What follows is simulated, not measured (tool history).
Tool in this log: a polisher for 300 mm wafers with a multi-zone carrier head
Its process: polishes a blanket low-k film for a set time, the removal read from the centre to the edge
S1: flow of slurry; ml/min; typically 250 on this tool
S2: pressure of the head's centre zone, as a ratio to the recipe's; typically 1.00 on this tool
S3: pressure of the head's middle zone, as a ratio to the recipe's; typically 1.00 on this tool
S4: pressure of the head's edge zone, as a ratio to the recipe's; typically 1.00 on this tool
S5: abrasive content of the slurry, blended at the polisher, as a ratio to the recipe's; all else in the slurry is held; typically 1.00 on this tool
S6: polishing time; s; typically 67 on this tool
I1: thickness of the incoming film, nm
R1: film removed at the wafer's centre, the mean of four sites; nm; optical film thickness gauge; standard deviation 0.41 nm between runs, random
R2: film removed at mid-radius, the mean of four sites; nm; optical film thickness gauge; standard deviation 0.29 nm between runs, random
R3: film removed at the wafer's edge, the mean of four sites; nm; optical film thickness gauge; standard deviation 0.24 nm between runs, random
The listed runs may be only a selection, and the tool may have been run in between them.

run     day   S1    S2    S3    S4    S5  S6     I1    R1    R2    R3
  1   0.000  285  1.00  0.97  1.00  1.00  67  413.7  32.2  31.1  31.6
  2   1.071  250  1.00  1.00  1.00  1.00  67  425.7  30.7  31.1  30.9
      2.183  -- worn pad replaced by a new one
  3   2.271  250  1.00  1.11  0.92  1.25  67  425.5  33.1  36.7  32.4
  4   3.029  250  1.00  1.00  1.00  1.00  67  418.3  30.0  30.8  30.5
  5   4.054  250  1.00  0.90  1.00  1.00  67  411.0  30.2  28.2  30.3
  6   4.792  170  1.07  1.00  1.00  1.10  67  421.5  31.2  29.4  29.9
  7   5.525  295  1.00  1.00  1.07  1.10  74  412.3  35.7  36.3  36.5
  8   6.133  250  0.96  1.00  1.00  0.85  67  415.9  26.3  28.1  28.1
  9   7.175  250  1.00  1.00  1.00  1.00  67  418.9  30.0  30.0  30.7
 10   7.750  250  1.00  1.00  1.00  0.75  67  417.0  26.3  26.4  26.6
 11   9.200  250  0.93  1.00  1.00  1.00  67  420.7  28.2  29.6  29.9
     10.325  -- worn pad replaced by a new one
 12  10.408  250  1.00  1.00  0.91  1.00  84  419.9  37.0  37.4  36.2
 13  11.279  275  0.97  0.92  1.00  1.10  67  420.8  29.9  29.5  31.3
 14  12.075  250  1.08  1.00  1.00  1.00  67  415.2  32.4  29.5  29.9
     12.167  -- centre zone pressure recalibrated
 15  12.796  250  1.06  1.00  1.00  1.00  67  414.7  31.6  29.7  30.1
 16  14.221  295  1.00  1.00  1.00  1.00  81  420.6  37.2  37.1  37.5
 17  15.208  250  0.92  1.00  1.00  1.00  67  426.2  27.2  30.1  29.9
 18  15.896  250  1.00  1.00  1.00  1.00  67  413.1  29.4  29.6  29.7
 19  17.088  250  0.95  1.00  1.00  1.00  67  423.7  27.9  29.1  29.6
 20  17.646  200  1.00  0.97  1.00  1.00  67  417.3  27.3  27.3  29.0
     18.388  -- edge zone pressure recalibrated
 21  18.492  250  1.11  0.94  1.00  1.00  67  421.2  33.1  28.1  29.7
 22  19.054  175  1.00  1.00  1.00  1.00  67  416.9  26.2  26.8  27.9
     19.633  -- worn pad replaced by a new one
 23  20.321  250  0.91  1.00  1.00  0.80  67  419.3  23.4  26.4  26.8

Results for each run, recomputed without the tool's hidden state and with each run's random variation untouched:
What the log doesn't record here: removal rate lost through wear of the pad, %; slurry flow missing at the pad, %; deviation of the centre zone's pressure from its setpoint, %; deviation of the edge zone's pressure from its setpoint, %.
run    R1    R2    R3
  1  33.1  31.9  32.2
  2  31.9  32.2  31.7
  3  34.5  38.2  33.3
  4  31.4  32.2  31.4
  5  31.7  29.5  31.4
  6  33.8  31.6  31.5
  7  37.5  37.9  37.7
  8  27.9  29.6  29.2
  9  31.9  31.7  32.0
 10  28.1  28.0  27.8
 11  30.2  31.5  31.3
 12  39.7  39.9  38.0
 13  32.0  31.4  32.7
 14  35.0  31.6  31.5
 15  34.2  31.8  31.7
 16  39.8  39.5  39.3
 17  29.6  32.5  31.6
 18  32.0  32.0  31.4
 19  30.4  31.5  31.3
 20  30.5  30.1  31.1
 21  36.2  30.5  31.5
 22  30.0  30.1  30.3
 23  25.7  28.8  28.5
